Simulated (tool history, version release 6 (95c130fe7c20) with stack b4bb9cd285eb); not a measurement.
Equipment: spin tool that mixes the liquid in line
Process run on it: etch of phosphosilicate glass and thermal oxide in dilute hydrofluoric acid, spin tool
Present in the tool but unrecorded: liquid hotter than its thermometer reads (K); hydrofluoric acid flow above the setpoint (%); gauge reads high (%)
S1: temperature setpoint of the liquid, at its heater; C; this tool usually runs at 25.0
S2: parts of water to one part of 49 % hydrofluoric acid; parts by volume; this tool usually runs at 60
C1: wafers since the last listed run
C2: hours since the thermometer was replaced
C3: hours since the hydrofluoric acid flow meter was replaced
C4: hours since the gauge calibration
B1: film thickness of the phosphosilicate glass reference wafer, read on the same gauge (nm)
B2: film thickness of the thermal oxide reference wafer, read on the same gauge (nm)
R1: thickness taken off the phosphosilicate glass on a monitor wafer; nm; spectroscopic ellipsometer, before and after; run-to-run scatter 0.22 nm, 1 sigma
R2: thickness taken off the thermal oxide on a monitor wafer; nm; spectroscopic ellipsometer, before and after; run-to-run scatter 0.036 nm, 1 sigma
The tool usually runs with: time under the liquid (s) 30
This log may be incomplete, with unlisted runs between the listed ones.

run 1 hour=0.0 | S1=25.0 S2=60 time_under_the_liquid_(s)=30 | C1=0 C2=1210.4 C3=420.5 C4=1256.7 | B1=138.16 B2=118.399 | R1=62.63 R2=2.527
run 2 hour=44.4 | S1=25.0 S2=60 time_under_the_liquid_(s)=30 | C1=581 C2=1254.8 C3=464.9 C4=1301.1 | B1=138.00 B2=118.282 | R1=63.02 R2=2.499
run 3 hour=113.2 | S1=26.5 S2=60 time_under_the_liquid_(s)=30 | C1=901 C2=1323.6 C3=533.7 C4=1369.9 | B1=137.78 B2=118.060 | R1=66.32 R2=2.754
run 4 hour=195.7 | S1=25.0 S2=60 time_under_the_liquid_(s)=30 | C1=1081 C2=1406.1 C3=616.2 C4=1452.4 | B1=137.49 B2=117.847 | R1=62.68 R2=2.550
run 5 hour=248.0 | S1=25.0 S2=40 time_under_the_liquid_(s)=20 | C1=685 C2=1458.4 C3=668.5 C4=1504.7 | B1=137.30 B2=117.696 | R1=64.02 R2=2.646
run 6 hour=313.2 | S1=26.0 S2=65 time_under_the_liquid_(s)=30 | C1=854 C2=1523.6 C3=733.7 C4=1569.9 | B1=137.03 B2=117.474 | R1=59.54 R2=2.438
run 7 hour=369.2 | S1=25.0 S2=60 time_under_the_liquid_(s)=30 | C1=734 C2=1579.6 C3=789.7 C4=1625.9 | B1=136.81 B2=117.287 | R1=62.36 R2=2.524
run 8 hour=411.6 | S1=28.0 S2=80 time_under_the_liquid_(s)=30 | C1=555 C2=1622.0 C3=832.1 C4=1668.3 | B1=136.65 B2=117.115 | R1=51.26 R2=2.112
-- hour=420.2 thermometer replaced
run 9 hour=448.8 | S1=25.0 S2=60 time_under_the_liquid_(s)=15 | C1=474 C2=28.6 C3=869.3 C4=1705.5 | B1=136.51 B2=116.988 | R1=30.90 R2=1.297
-- hour=454.7 gauge calibrated
run 10 hour=526.2 | S1=21.5 S2=60 time_under_the_liquid_(s)=30 | C1=1014 C2=106.0 C3=946.7 C4=71.5 | B1=140.04 B2=120.040 | R1=55.31 R2=2.196
run 11 hour=612.5 | S1=25.0 S2=75 time_under_the_liquid_(s)=30 | C1=1131 C2=192.3 C3=1033.0 C4=157.8 | B1=140.01 B2=120.012 | R1=49.92 R2=2.040
run 12 hour=651.2 | S1=27.0 S2=70 time_under_the_liquid_(s)=45 | C1=507 C2=231.0 C3=1071.7 C4=196.5 | B1=139.98 B2=120.000 | R1=88.23 R2=3.645
run 13 hour=687.8 | S1=25.0 S2=60 time_under_the_liquid_(s)=30 | C1=479 C2=267.6 C3=1108.3 C4=233.1 | B1=139.96 B2=119.976 | R1=63.72 R2=2.582
run 14 hour=725.4 | S1=25.0 S2=40 time_under_the_liquid_(s)=30 | C1=492 C2=305.2 C3=1145.9 C4=270.7 | B1=139.96 B2=119.941 | R1=98.35 R2=3.971
run 15 hour=769.8 | S1=23.0 S2=60 time_under_the_liquid_(s)=30 | C1=581 C2=349.6 C3=1190.3 C4=315.1 | B1=139.92 B2=119.923 | R1=58.55 R2=2.367

Expected results for the next run?
run 16 hour=868.5 | S1=29.0 S2=85 time_under_the_liquid_(s)=25 | C1=1293 C2=448.3 C3=1289.0 C4=413.8 | B1=? B2=? | R1=? R2=?

B1: 139.80
B2: 119.849
R1: 42.03 nm
R2: 1.752 nm
With no hidden state in the tool, this same run would have given R1 42.08 nm, R2 1.754 nm.
